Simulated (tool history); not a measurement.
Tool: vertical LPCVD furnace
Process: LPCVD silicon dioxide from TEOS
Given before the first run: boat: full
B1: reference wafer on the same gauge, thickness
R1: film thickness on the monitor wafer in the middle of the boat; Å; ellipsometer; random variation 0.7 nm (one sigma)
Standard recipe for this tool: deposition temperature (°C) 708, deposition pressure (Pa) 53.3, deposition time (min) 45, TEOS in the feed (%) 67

{"run": 1, "hour": 0.0, "deposition temperature (°C)": 708, "deposition pressure (Pa)": 53.3, "deposition time (min)": 45, "TEOS in the feed (%)": 67, "B1": 385.02, "R1": 4991.3}
{"run": 2, "hour": 46.8, "deposition temperature (°C)": 708, "deposition pressure (Pa)": 53.3, "deposition time (min)": 45, "TEOS in the feed (%)": 67, "B1": 384.9, "R1": 4973.5}
{"run": 3, "hour": 106.3, "deposition temperature (°C)": 708, "deposition pressure (Pa)": 53.3, "deposition time (min)": 45, "TEOS in the feed (%)": 67, "B1": 385.06, "R1": 4978.8}
{"run": 4, "hour": 161.1, "deposition temperature (°C)": 708, "deposition pressure (Pa)": 53.3, "deposition time (min)": 45, "TEOS in the feed (%)": 67, "B1": 385.03, "R1": 4976.3}
{"run": 5, "hour": 231.9, "deposition temperature (°C)": 708, "deposition pressure (Pa)": 53.3, "deposition time (min)": 56.5, "TEOS in the feed (%)": 67, "B1": 385.01, "R1": 6256.9}
{"run": 6, "hour": 264.3, "deposition temperature (°C)": 708, "deposition pressure (Pa)": 53.3, "deposition time (min)": 56.5, "TEOS in the feed (%)": 67, "B1": 385, "R1": 6269.6}
{"hour": 304.7, "done": "TEOS flow controller replaced"}
{"run": 7, "hour": 315.7, "deposition temperature (°C)": 708, "deposition pressure (Pa)": 53.3, "deposition time (min)": 56.5, "TEOS in the feed (%)": 67, "B1": 384.95, "R1": 6261.8}
{"run": 8, "hour": 375.3, "deposition temperature (°C)": 708, "deposition pressure (Pa)": 53.3, "deposition time (min)": 45, "TEOS in the feed (%)": 67, "B1": 385.3, "R1": 4973.5}
{"hour": 410.4, "done": "pressure gauge zeroed"}
{"run": 9, "hour": 410.9, "deposition temperature (°C)": 719, "deposition pressure (Pa)": 53.3, "deposition time (min)": 45, "TEOS in the feed (%)": 67, "B1": 385.15, "R1": 6230.8}
{"run": 10, "hour": 461.2, "deposition temperature (°C)": 711, "deposition pressure (Pa)": 60, "deposition time (min)": 59.5, "TEOS in the feed (%)": 78, "B1": 385.09, "R1": 7855.3}
{"run": 11, "hour": 516.0, "deposition temperature (°C)": 708, "deposition pressure (Pa)": 53.3, "deposition time (min)": 45, "TEOS in the feed (%)": 67, "B1": 385.13, "R1": 4865.2}
{"hour": 573.5, "done": "thermocouples replaced and temperature profile calibrated"}
{"run": 12, "hour": 574.0, "deposition temperature (°C)": 708, "deposition pressure (Pa)": 42, "deposition time (min)": 50, "TEOS in the feed (%)": 67, "B1": 385.2, "R1": 4657.2}
{"run": 13, "hour": 602.4, "deposition temperature (°C)": 708, "deposition pressure (Pa)": 48.7, "deposition time (min)": 45, "TEOS in the feed (%)": 67, "B1": 385.02, "R1": 4518}
{"hour": 608.1, "done": "gauge calibrated"}
{"run": 14, "hour": 673.4, "deposition temperature (°C)": 708, "deposition pressure (Pa)": 53.3, "deposition time (min)": 39, "TEOS in the feed (%)": 67, "B1": 384.88, "R1": 4103}
{"run": 15, "hour": 723.9, "deposition temperature (°C)": 708, "deposition pressure (Pa)": 53.3, "deposition time (min)": 32.5, "TEOS in the feed (%)": 67, "B1": 385.05, "R1": 3414.1}
{"run": 16, "hour": 756.0, "deposition temperature (°C)": 708, "deposition pressure (Pa)": 53.3, "deposition time (min)": 45, "TEOS in the feed (%)": 67, "B1": 384.9, "R1": 4764.7}
{"run": 17, "hour": 783.5, "deposition temperature (°C)": 708, "deposition pressure (Pa)": 53.3, "deposition time (min)": 45, "TEOS in the feed (%)": 67, "B1": 384.96, "R1": 4750}

Forecast each of these 5 alternatives for the next run:
{"run": "A", "hour": 788.6, "deposition temperature (°C)": 708, "deposition pressure (Pa)": 53.3, "deposition time (min)": 45, "TEOS in the feed (%)": 77, "B1": "?", "R1": "?"}
{"run": "B", "hour": 788.6, "deposition temperature (°C)": 699, "deposition pressure (Pa)": 48.7, "deposition time (min)": 51, "TEOS in the feed (%)": 67, "B1": "?", "R1": "?"}
{"run": "C", "hour": 788.6, "deposition temperature (°C)": 713, "deposition pressure (Pa)": 64.7, "deposition time (min)": 29.5, "TEOS in the feed (%)": 62, "B1": "?", "R1": "?"}
{"run": "D", "hour": 788.6, "deposition temperature (°C)": 700, "deposition pressure (Pa)": 59.3, "deposition time (min)": 54.5, "TEOS in the feed (%)": 73, "B1": "?", "R1": "?"}
{"run": "E", "hour": 788.6, "deposition temperature (°C)": 708, "deposition pressure (Pa)": 59.3, "deposition time (min)": 62.5, "TEOS in the feed (%)": 67, "B1": "?", "R1": "?"}

run=A B1=385.02 R1=5099.8
run=B B1=385.02 R1=4186.8
run=C B1=385.02 R1=3697.2
run=D B1=385.02 R1=5271.6
run=E B1=385.02 R1=6964.5
Had the tool no hidden state, the same runs would have come out as:
run=A R1=5029.9
run=B R1=4126.4
run=C R1=3650.7
run=D R1=5202
run=E R1=6873.3
